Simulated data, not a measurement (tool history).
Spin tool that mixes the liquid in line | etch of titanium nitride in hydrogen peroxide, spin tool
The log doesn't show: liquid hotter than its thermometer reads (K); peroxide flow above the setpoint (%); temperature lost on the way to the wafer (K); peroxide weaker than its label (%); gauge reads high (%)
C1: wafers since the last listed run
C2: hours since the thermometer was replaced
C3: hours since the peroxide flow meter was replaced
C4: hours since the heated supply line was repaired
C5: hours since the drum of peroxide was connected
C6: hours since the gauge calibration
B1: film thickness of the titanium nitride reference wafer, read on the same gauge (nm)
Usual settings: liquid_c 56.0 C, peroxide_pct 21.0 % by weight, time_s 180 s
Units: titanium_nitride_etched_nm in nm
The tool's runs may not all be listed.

Run 1, hour 0.0: usual settings but time_s 220 s; C1 0; C2 734.1; C3 1638.1; C4 3603.5; C5 1026.0; C6 153.4; B1 40.01. Result: titanium_nitride_etched_nm 10.71 nm.
Run 2, hour 10.6: usual settings but time_s 220 s; C1 107; C2 744.7; C3 1648.7; C4 3614.1; C5 1036.6; C6 164.0; B1 40.01. Result: titanium_nitride_etched_nm 10.75 nm.
Run 3, hour 19.8: usual settings but time_s 220 s; C1 93; C2 753.9; C3 1657.9; C4 3623.3; C5 1045.8; C6 173.2; B1 39.98. Result: titanium_nitride_etched_nm 10.77 nm.
Run 4, hour 37.2: usual settings; C1 176; C2 771.3; C3 1675.3; C4 3640.7; C5 1063.2; C6 190.6; B1 40.01. Result: titanium_nitride_etched_nm 8.70 nm.
Run 5, hour 83.6: usual settings; C1 470; C2 817.7; C3 1721.7; C4 3687.1; C5 1109.6; C6 237.0; B1 40.01. Result: titanium_nitride_etched_nm 8.78 nm.
Run 6, hour 96.5: usual settings; C1 130; C2 830.6; C3 1734.6; C4 3700.0; C5 1122.5; C6 249.9; B1 40.01. Result: titanium_nitride_etched_nm 8.79 nm.
Run 7, hour 111.0: usual settings but liquid_c 48.5 C; C1 146; C2 845.1; C3 1749.1; C4 3714.5; C5 1137.0; C6 264.4; B1 40.01. Result: titanium_nitride_etched_nm 5.08 nm.
Run 8, hour 125.4: usual settings but time_s 235 s; C1 145; C2 859.5; C3 1763.5; C4 3728.9; C5 1151.4; C6 278.8; B1 40.01. Result: titanium_nitride_etched_nm 11.40 nm.
Run 9, hour 136.3: usual settings; C1 110; C2 870.4; C3 1774.4; C4 3739.8; C5 1162.3; C6 289.7; B1 40.00. Result: titanium_nitride_etched_nm 8.76 nm.
Run 10, hour 143.0: usual settings; C1 67; C2 877.1; C3 1781.1; C4 3746.5; C5 1169.0; C6 296.4; B1 40.01. Result: titanium_nitride_etched_nm 8.74 nm.
At hour 144.7: gauge calibrated.
At hour 159.8: heated supply line repaired.
Run 11, hour 160.6: usual settings; C1 168; C2 894.7; C3 1798.7; C4 0.8; C5 1186.6; C6 15.9; B1 39.98. Result: titanium_nitride_etched_nm 10.61 nm.
Run 12, hour 175.1: usual settings but time_s 245 s; C1 146; C2 909.2; C3 1813.2; C4 15.3; C5 1201.1; C6 30.4; B1 39.98. Result: titanium_nitride_etched_nm 14.42 nm.
Run 13, hour 189.3: usual settings but liquid_c 52.5 C, time_s 245 s; C1 143; C2 923.4; C3 1827.4; C4 29.5; C5 1215.3; C6 44.6; B1 40.01. Result: titanium_nitride_etched_nm 11.33 nm.
Run 14, hour 199.2: usual settings but liquid_c 47.0 C, peroxide_pct 17.0 % by weight; C1 100; C2 933.3; C3 1837.3; C4 39.4; C5 1225.2; C6 54.5; B1 40.01. Result: titanium_nitride_etched_nm 5.31 nm.
At hour 201.2: new drum of peroxide connected.
Run 15, hour 212.0: usual settings but liquid_c 48.0 C, peroxide_pct 19.0 % by weight, time_s 265 s; C1 119; C2 946.1; C3 1850.1; C4 52.2; C5 10.8; C6 67.3; B1 39.99. Result: titanium_nitride_etched_nm 8.60 nm.
At hour 213.3: peroxide flow meter replaced.
Run 16, hour 220.4: usual settings; C1 75; C2 954.5; C3 7.1; C4 60.6; C5 19.2; C6 75.7; B1 40.00. Result: titanium_nitride_etched_nm 10.56 nm.
Run 17, hour 229.2: usual settings but liquid_c 49.0 C, peroxide_pct 23.0 % by weight, time_s 210 s; C1 89; C2 963.3; C3 15.9; C4 69.4; C5 28.0; C6 84.5; B1 40.00. Result: titanium_nitride_etched_nm 7.64 nm.
Run 18, hour 243.6: usual settings but liquid_c 52.5 C, time_s 125 s; C1 145; C2 977.7; C3 30.3; C4 83.8; C5 42.4; C6 98.9; B1 40.00. Result: titanium_nitride_etched_nm 5.77 nm.
At hour 249.7: thermometer replaced.
Run 19, hour 261.1: usual settings but liquid_c 64.0 C; C1 167; C2 11.4; C3 47.8; C4 101.3; C5 59.9; C6 116.4; B1 39.99. Result: titanium_nitride_etched_nm 18.20 nm.
Run 20, hour 272.8: usual settings but liquid_c 63.0 C; C1 118; C2 23.1; C3 59.5; C4 113.0; C5 71.6; C6 128.1; B1 39.99. Result: titanium_nitride_etched_nm 17.03 nm.
Run 21, hour 282.3: usual settings but peroxide_pct 18.5 % by weight, time_s 225 s; C1 96; C2 32.6; C3 69.0; C4 122.5; C5 81.1; C6 137.6; B1 40.00. Result: titanium_nitride_etched_nm 12.88 nm.
Run 22, hour 292.2: usual settings; C1 100; C2 42.5; C3 78.9; C4 132.4; C5 91.0; C6 147.5; B1 39.98. Result: titanium_nitride_etched_nm 10.62 nm.
Run 23, hour 340.2: usual settings but liquid_c 50.5 C, peroxide_pct 24.0 % by weight, time_s 265 s; C1 486; C2 90.5; C3 126.9; C4 180.4; C5 139.0; C6 195.5; B1 40.01. Result: titanium_nitride_etched_nm 10.92 nm.
Run 24, hour 347.5: usual settings; C1 73; C2 97.8; C3 134.2; C4 187.7; C5 146.3; C6 202.8; B1 39.98. Result: titanium_nitride_etched_nm 10.54 nm.
Run 25, hour 361.0: usual settings but liquid_c 49.5 C; C1 136; C2 111.3; C3 147.7; C4 201.2; C5 159.8; C6 216.3; B1 39.98. Result: titanium_nitride_etched_nm 6.64 nm.

The tool's hidden state at each run:
liquid hotter than its thermometer reads (K): 0 in every run
peroxide flow above the setpoint (%): 0 in every run
peroxide weaker than its label (%): 0 in every run
gauge reads high (%): 0 in every run
H1: temperature lost on the way to the wafer (K)
run      H1
  1    2.71
  2    2.72
  3    2.73
  4    2.74
  5    2.77
  6    2.77
  7    2.78
  8    2.79
  9     2.8
 10     2.8
 11  0.0324
 12  0.0417
 13  0.0508
 14  0.0571
 15  0.0652
 16  0.0706
 17  0.0762
 18  0.0854
 19  0.0966
 20   0.104
 21    0.11
 22   0.116
 23   0.147
 24   0.152
 25    0.16
